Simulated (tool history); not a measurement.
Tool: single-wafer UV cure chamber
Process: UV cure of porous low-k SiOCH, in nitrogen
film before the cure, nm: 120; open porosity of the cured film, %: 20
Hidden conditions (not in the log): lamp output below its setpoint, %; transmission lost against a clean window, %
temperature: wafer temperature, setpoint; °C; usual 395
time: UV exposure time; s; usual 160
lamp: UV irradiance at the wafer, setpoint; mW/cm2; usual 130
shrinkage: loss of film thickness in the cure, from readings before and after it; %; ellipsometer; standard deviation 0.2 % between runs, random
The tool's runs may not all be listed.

run	hour	temperature	time	lamp	wafers since the last listed run	hours since the UV bulbs were replaced	wafers since the quartz window was cleaned	shrinkage
1	0.0	389	160	130	0	158.3	904	12.237
2	62.4	389	160	130	555	220.7	1460	11.571
3	126.1	395	160	130	567	284.4	2027	11.637
4	197.4	395	160	130	634	355.7	2662	11.733
5	250.3	395	160	130	471	408.6	3133	11.693
6	319.3	395	160	130	614	477.6	3747	11.399
7	347.9	395	160	130	254	506.2	4002	11.399
# hour 400.8: quartz window cleaned
8	404.5	395	160	130	432	562.8	32	11.589
9	463.9	382	160	130	528	622.2	561	11.191
10	524.5	382	160	130	539	682.8	1101	10.983
11	617.8	407	160	130	830	776.1	1932	11.500
12	678.6	407	160	130	541	836.9	2473	11.739
13	706.4	395	160	155	247	864.7	2721	11.870
14	742.9	395	160	155	325	901.2	3046	11.913
15	772.2	395	160	103	260	930.5	3307	9.916
16	809.0	395	160	103	327	967.3	3634	9.949
17	864.5	395	160	130	494	1022.8	4129	11.091
18	916.3	395	160	130	461	1074.6	4590	11.090
# hour 952.3: quartz window cleaned
19	976.7	407	185	130	466	1135.0	217	11.899
20	1036.4	407	185	130	531	1194.7	748	11.935
21	1083.4	407	185	130	418	1241.7	1167	12.021
22	1140.3	395	160	130	506	1298.6	1673	10.988
23	1178.4	395	160	130	339	1336.7	2013	11.190
24	1245.9	395	160	94	601	1404.2	2614	9.616
25	1289.1	395	105	130	384	1447.4	2999	9.350
26	1357.5	395	160	130	609	1515.8	3608	10.712
27	1409.8	395	160	130	465	1568.1	4073	10.876
# hour 1426.0: quartz window cleaned
28	1513.0	412	120	130	847	1671.3	774	9.965
29	1552.6	395	205	93	352	1710.9	1127	10.314
30	1585.8	388	90	92	295	1744.1	1423	6.911
31	1613.5	395	70	130	246	1771.8	1669	7.474
# hour 1704.1: UV bulbs replaced
32	1729.9	395	240	170	965	25.8	2634	16.068
33	1795.5	395	250	130	584	91.4	3219	14.233
34	1862.2	379	160	130	593	158.1	3813	11.824
35	1904.6	395	100	130	377	200.5	4190	9.970
36	1950.3	395	90	130	406	246.2	4597	9.396
# hour 1961.2: quartz window cleaned
37	2019.5	412	120	130	544	315.4	519	11.175
38	2066.4	380	70	93	417	362.3	936	6.425
39	2099.9	395	160	130	298	395.8	1235	11.885
40	2300.0	395	160	130	1781	595.9	3016	11.462
41	2356.3	409	160	130	501	652.2	3518	11.795
42	2402.4	376	65	119	410	698.3	3928	6.822
43	2440.9	395	190	130	342	736.8	4271	12.276
44	2477.4	405	205	167	325	773.3	4596	13.429
# hour 2505.3: quartz window cleaned
45	2507.1	395	160	102	193	803.0	15	10.180
46	2554.3	395	160	130	420	850.2	436	11.529

For some of the steps in shrinkage from one run to the next: how much would appear even if the tool had no hidden state, given the settings, what came in and random variation, and how much remains for the hidden state plus any gauge scatter that the measured result and the result without hidden state don't share?
Run 31 -> 32: time 70 -> 240, lamp 130 -> 170, UV bulbs replaced. shrinkage +8.594 %: hidden state +1.266, all else +7.328.
Run 38 -> 39: temperature 380 -> 395, time 70 -> 160, lamp 93 -> 130. shrinkage +5.460 %: hidden state -0.144, all else +5.604.
Run 39 -> 40: settings left as they were, no log entry in between. shrinkage -0.423 %: hidden state -0.189, all else -0.234.
Run 42 -> 43: temperature 376 -> 395, time 65 -> 190, lamp 119 -> 130. shrinkage +5.454 %: hidden state -0.169, all else +5.623.
